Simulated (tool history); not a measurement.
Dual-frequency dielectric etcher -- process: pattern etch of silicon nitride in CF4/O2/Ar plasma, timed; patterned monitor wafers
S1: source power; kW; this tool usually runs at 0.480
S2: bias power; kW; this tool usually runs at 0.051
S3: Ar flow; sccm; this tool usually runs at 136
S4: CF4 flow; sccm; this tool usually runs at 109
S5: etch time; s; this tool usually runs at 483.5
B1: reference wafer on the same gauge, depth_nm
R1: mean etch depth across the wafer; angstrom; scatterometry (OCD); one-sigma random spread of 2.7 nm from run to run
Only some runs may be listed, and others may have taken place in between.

| run | hour | S1 | S2 | S3 | S4 | S5 | B1 | R1 |
|---|---|---|---|---|---|---|---|---|
| 1 | 0.0 | 0.480 | 0.051 | 136 | 109 | 483.5 | 897.4 | 8517 |
| 2 | 37.7 | 0.480 | 0.051 | 136 | 109 | 483.5 | 896.9 | 8535 |
| 3 | 98.4 | 0.480 | 0.051 | 136 | 109 | 483.5 | 897.3 | 8511 |
| 4 | 190.8 | 0.480 | 0.051 | 136 | 109 | 483.5 | 897.6 | 8485 |
| 5 | 271.1 | 0.480 | 0.044 | 117 | 116 | 483.5 | 897.3 | 8316 |
| 6 | 346.0 | 0.480 | 0.045 | 136 | 109 | 604.5 | 898.4 | 10248 |
| 7 | 393.2 | 0.480 | 0.051 | 136 | 109 | 483.5 | 898.4 | 8492 |
|  | 426.3 | source power generator calibrated |
|  | 443.1 | wet clean of the chamber |
|  | 450.2 | CF4 flow controller replaced |
| 8 | 459.1 | 0.420 | 0.063 | 136 | 109 | 423.5 | 898.1 | 7449 |
|  | 494.7 | upper electrode replaced |
| 9 | 514.4 | 0.560 | 0.051 | 154 | 109 | 597.5 | 898.2 | 11621 |
| 10 | 558.8 | 0.480 | 0.051 | 136 | 109 | 483.5 | 898.2 | 8629 |
|  | 572.2 | bias power generator calibrated |
| 11 | 650.2 | 0.480 | 0.051 | 120 | 109 | 607.0 | 898.2 | 10921 |
| 12 | 754.8 | 0.480 | 0.058 | 136 | 109 | 589.0 | 899.1 | 10914 |
| 13 | 856.3 | 0.480 | 0.061 | 156 | 82 | 415.0 | 898.2 | 7417 |
| 14 | 910.2 | 0.480 | 0.051 | 136 | 98 | 603.0 | 897.4 | 10533 |
|  | 945.4 | wet clean of the chamber |
|  | 974.2 | Ar flow controller replaced |
| 15 | 988.5 | 0.480 | 0.051 | 136 | 109 | 483.5 | 897.9 | 8614 |
| 16 | 1057.2 | 0.420 | 0.051 | 136 | 109 | 483.5 | 898.5 | 7836 |
| 17 | 1158.7 | 0.480 | 0.047 | 108 | 116 | 579.5 | 898.2 | 10316 |
| 18 | 1246.4 | 0.480 | 0.051 | 123 | 118 | 363.0 | 898.1 | 6556 |
| 19 | 1333.8 | 0.480 | 0.051 | 136 | 109 | 483.5 | 897.4 | 8535 |
| 20 | 1421.5 | 0.480 | 0.051 | 136 | 109 | 560.0 | 898.2 | 9930 |
|  | 1501.2 | wet clean of the chamber |
| 21 | 1526.8 | 0.480 | 0.051 | 136 | 136 | 483.5 | 897.5 | 8854 |
| 22 | 1597.0 | 0.480 | 0.051 | 150 | 109 | 404.0 | 897.9 | 7059 |

Alternative continuations, all from the tool just after run 22; predict every row:
| A | 1597.6 | 0.480 | 0.051 | 136 | 83 | 483.5 | ? | ? |
| B | 1597.6 | 0.480 | 0.057 | 136 | 87 | 564.0 | ? | ? |
| C | 1597.6 | 0.440 | 0.051 | 136 | 91 | 546.5 | ? | ? |

| run | B1 | R1 |
|---|---|---|
| A | 897.5 | 8124 |
| B | 897.5 | 9941 |
| C | 897.5 | 8852 |
Had the tool no hidden state, the same runs would have come out as:
| run | R1 |
|---|---|
| A | 8220 |
| B | 10053 |
| C | 8953 |
